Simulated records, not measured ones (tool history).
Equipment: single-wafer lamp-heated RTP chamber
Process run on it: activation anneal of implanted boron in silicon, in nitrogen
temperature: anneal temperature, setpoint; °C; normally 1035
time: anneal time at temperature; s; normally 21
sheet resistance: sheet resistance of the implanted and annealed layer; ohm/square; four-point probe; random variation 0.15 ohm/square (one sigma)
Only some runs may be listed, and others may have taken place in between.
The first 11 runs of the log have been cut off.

| run | hour | temperature | time | wafers since the last listed run | wafers since the last pyrometer calibration | wafers since the reflector plate was cleaned | hours since the gauge calibration | read-back reference wafer on the same gauge, sheet resistance | sheet resistance |
|---|---|---|---|---|---|---|---|---|---|
| 12 | 440.7 | 1035 | 21 | 658 | 3414 | 2069 | 752.7 | 92.1 | 96.96 |
|  | 455.7 | pyrometer window cleaned and pyrometer calibrated, repeated, since the last time left the tool worse |
| 13 | 466.9 | 1035 | 21 | 305 | 187 | 2374 | 778.9 | 92.12 | 97.32 |
| 14 | 498.7 | 1035 | 21 | 533 | 720 | 2908 | 810.7 | 92.11 | 97.45 |
|  | 521.8 | gauge calibrated |
| 15 | 544.9 | 1035 | 21 | 774 | 1495 | 3682 | 23.1 | 92.09 | 97.67 |
| 16 | 612.4 | 1026 | 11 | 1131 | 2626 | 4814 | 90.6 | 92.11 | 98.12 |
| 17 | 651.5 | 1018 | 27 | 655 | 3282 | 5469 | 129.7 | 92.07 | 97.77 |
| 18 | 715.4 | 1035 | 21 | 1071 | 4353 | 6541 | 193.6 | 92.08 | 97.29 |
| 19 | 755.6 | 1035 | 21 | 674 | 5027 | 7215 | 233.8 | 92.08 | 97.27 |
|  | 801.4 | reflector plate cleaned |
| 20 | 801.9 | 1014 | 16 | 642 | 5669 | 7 | 280.1 | 92.1 | 98.98 |
| 21 | 840 | 1049 | 9 | 638 | 6308 | 646 | 318.2 | 92.08 | 97.39 |
|  | 867.5 | pyrometer window cleaned and pyrometer calibrated |
| 22 | 869.9 | 1035 | 21 | 367 | 40 | 1013 | 348.1 | 92.12 | 97.45 |
| 23 | 935.7 | 1049 | 21 | 1103 | 1144 | 2117 | 413.9 | 92.13 | 97.22 |
| 24 | 997.7 | 1024 | 13 | 1039 | 2183 | 3156 | 475.9 | 92.13 | 98.46 |
| 25 | 1029 | 1047 | 9 | 524 | 2708 | 3681 | 507.2 | 92.1 | 97.49 |
| 26 | 1071.3 | 1025 | 25 | 709 | 3417 | 4390 | 549.5 | 92.11 | 97.66 |
| 27 | 1118.4 | 1045 | 21 | 789 | 4207 | 5180 | 596.6 | 92.1 | 96.94 |
| 28 | 1177.5 | 1035 | 21 | 990 | 5198 | 6171 | 655.7 | 92.12 | 97.3 |
| 29 | 1239 | 1035 | 21 | 1031 | 6229 | 7202 | 717.2 | 92.09 | 97.44 |
|  | 1283.2 | reflector plate cleaned |
| 30 | 1290.8 | 1051 | 27 | 734 | 6963 | 127 | 769 | 92.1 | 96.49 |
|  | 1313.8 | pyrometer window cleaned and pyrometer calibrated |
| 31 | 1335.2 | 1035 | 21 | 610 | 358 | 737 | 813.4 | 92.11 | 97.58 |

Alternative continuations, all from the tool just after run 31; predict every row:
| A | 1335.6 | 1010 | 21 | 6 | 364 | 744 | 813.8 | ? | ? |
| B | 1335.6 | 1019 | 30 | 6 | 364 | 744 | 813.8 | ? | ? |
| C | 1335.6 | 1013 | 21 | 6 | 364 | 744 | 813.8 | ? | ? |

| run | read-back reference wafer on the same gauge, sheet resistance | sheet resistance |
|---|---|---|
| A | 92.06 | 99.92 |
| B | 92.06 | 98.45 |
| C | 92.06 | 99.51 |
What these runs would have given with no unlogged condition in the tool:
| run | sheet resistance |
|---|---|
| A | 100.07 |
| B | 98.54 |
| C | 99.64 |
